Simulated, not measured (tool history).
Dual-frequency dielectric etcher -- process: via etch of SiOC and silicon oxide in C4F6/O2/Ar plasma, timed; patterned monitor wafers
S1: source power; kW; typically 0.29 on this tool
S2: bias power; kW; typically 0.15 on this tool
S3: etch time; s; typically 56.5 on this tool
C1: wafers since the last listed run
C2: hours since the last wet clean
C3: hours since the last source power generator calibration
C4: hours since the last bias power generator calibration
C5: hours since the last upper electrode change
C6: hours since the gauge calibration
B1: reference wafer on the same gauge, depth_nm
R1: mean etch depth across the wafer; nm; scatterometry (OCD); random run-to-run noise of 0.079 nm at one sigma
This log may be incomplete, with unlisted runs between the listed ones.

Run 1, hour 0: usual settings but S1 0.34 kW, S3 52.5 s; C1 0; C2 499.7; C3 4313.8; C4 5353.5; C5 1683; C6 141.5; B1 58. Result: R1 52.9 nm.
Run 2, hour 12.5: usual settings but S1 0.34 kW, S3 52.5 s; C1 130; C2 512.2; C3 4326.3; C4 5366; C5 1695.5; C6 154; B1 58. Result: R1 53 nm.
Run 3, hour 29.2: usual settings; C1 173; C2 528.9; C3 4343; C4 5382.7; C5 1712.2; C6 170.7; B1 58. Result: R1 54.3 nm.
Run 4, hour 37.6: usual settings; C1 87; C2 537.3; C3 4351.4; C4 5391.1; C5 1720.6; C6 179.1; B1 58. Result: R1 54.2 nm.
Run 5, hour 51.1: usual settings but S1 0.28 kW; C1 140; C2 550.8; C3 4364.9; C4 5404.6; C5 1734.1; C6 192.6; B1 58. Result: R1 53.6 nm.
Run 6, hour 61.2: usual settings but S1 0.28 kW; C1 105; C2 560.9; C3 4375; C4 5414.7; C5 1744.2; C6 202.7; B1 58. Result: R1 53.9 nm.
Run 7, hour 74.4: usual settings but S1 0.28 kW; C1 137; C2 574.1; C3 4388.2; C4 5427.9; C5 1757.4; C6 215.9; B1 58. Result: R1 53.9 nm.
At hour 78.6: source power generator calibrated.
At hour 82.4: gauge calibrated.
At hour 100: upper electrode replaced.
Run 8, hour 100.5: usual settings but S2 0.172 kW; C1 7; C2 600.2; C3 21.9; C4 5454; C5 0.5; C6 18.1; B1 58. Result: R1 57.3 nm.
Run 9, hour 109.9: usual settings but S2 0.179 kW, S3 61.5 s; C1 97; C2 609.6; C3 31.3; C4 5463.4; C5 9.9; C6 27.5; B1 58. Result: R1 63.4 nm.
At hour 119.3: bias power generator calibrated.
At hour 134: wet clean of the chamber.
Run 10, hour 134.5: usual settings but S1 0.34 kW, S2 0.161 kW, S3 70.5 s; C1 61; C2 0.5; C3 55.9; C4 15.2; C5 34.5; C6 52.1; B1 58. Result: R1 70.7 nm.
Run 11, hour 134.8: usual settings but S1 0.32 kW; C1 3; C2 0.8; C3 56.2; C4 15.5; C5 34.8; C6 52.4; B1 58. Result: R1 54 nm.
Run 12, hour 147.7: usual settings but S2 0.137 kW, S3 47 s; C1 134; C2 13.7; C3 69.1; C4 28.4; C5 47.7; C6 65.3; B1 58. Result: R1 42.5 nm.
Run 13, hour 155.5: usual settings but S2 0.177 kW, S3 43 s; C1 81; C2 21.5; C3 76.9; C4 36.2; C5 55.5; C6 73.1; B1 58. Result: R1 42.5 nm.
Run 14, hour 170.2: usual settings but S2 0.13 kW, S3 71.5 s; C1 153; C2 36.2; C3 91.6; C4 50.9; C5 70.2; C6 87.8; B1 58. Result: R1 63.3 nm.
Run 15, hour 183: usual settings; C1 133; C2 49; C3 104.4; C4 63.7; C5 83; C6 100.6; B1 58. Result: R1 52.6 nm.
Run 16, hour 190.1: usual settings but S2 0.13 kW, S3 71.5 s; C1 73; C2 56.1; C3 111.5; C4 70.8; C5 90.1; C6 107.7; B1 58. Result: R1 63.2 nm.
Run 17, hour 206.2: usual settings; C1 167; C2 72.2; C3 127.6; C4 86.9; C5 106.2; C6 123.8; B1 58. Result: R1 52.8 nm.

Take each entry between the runs: how does the hidden state at the last listed run before it differ from the hidden state at the first listed run after it?
In the gap between runs 7 and 8: source power generator calibrated (hour 78.6); gauge calibrated (hour 82.4); upper electrode replaced (hour 100)
  etch rate over this chamber's usual, %: 3.85 -> 4.03
  measured less the result without the state, R1: +2 -> +2.2 nm
In the gap between runs 9 and 10: bias power generator calibrated (hour 119.3); wet clean of the chamber (hour 134)
  etch rate over this chamber's usual, %: 4.09 -> 0.168
  measured less the result without the state, R1: +2.5 -> +0.1 nm

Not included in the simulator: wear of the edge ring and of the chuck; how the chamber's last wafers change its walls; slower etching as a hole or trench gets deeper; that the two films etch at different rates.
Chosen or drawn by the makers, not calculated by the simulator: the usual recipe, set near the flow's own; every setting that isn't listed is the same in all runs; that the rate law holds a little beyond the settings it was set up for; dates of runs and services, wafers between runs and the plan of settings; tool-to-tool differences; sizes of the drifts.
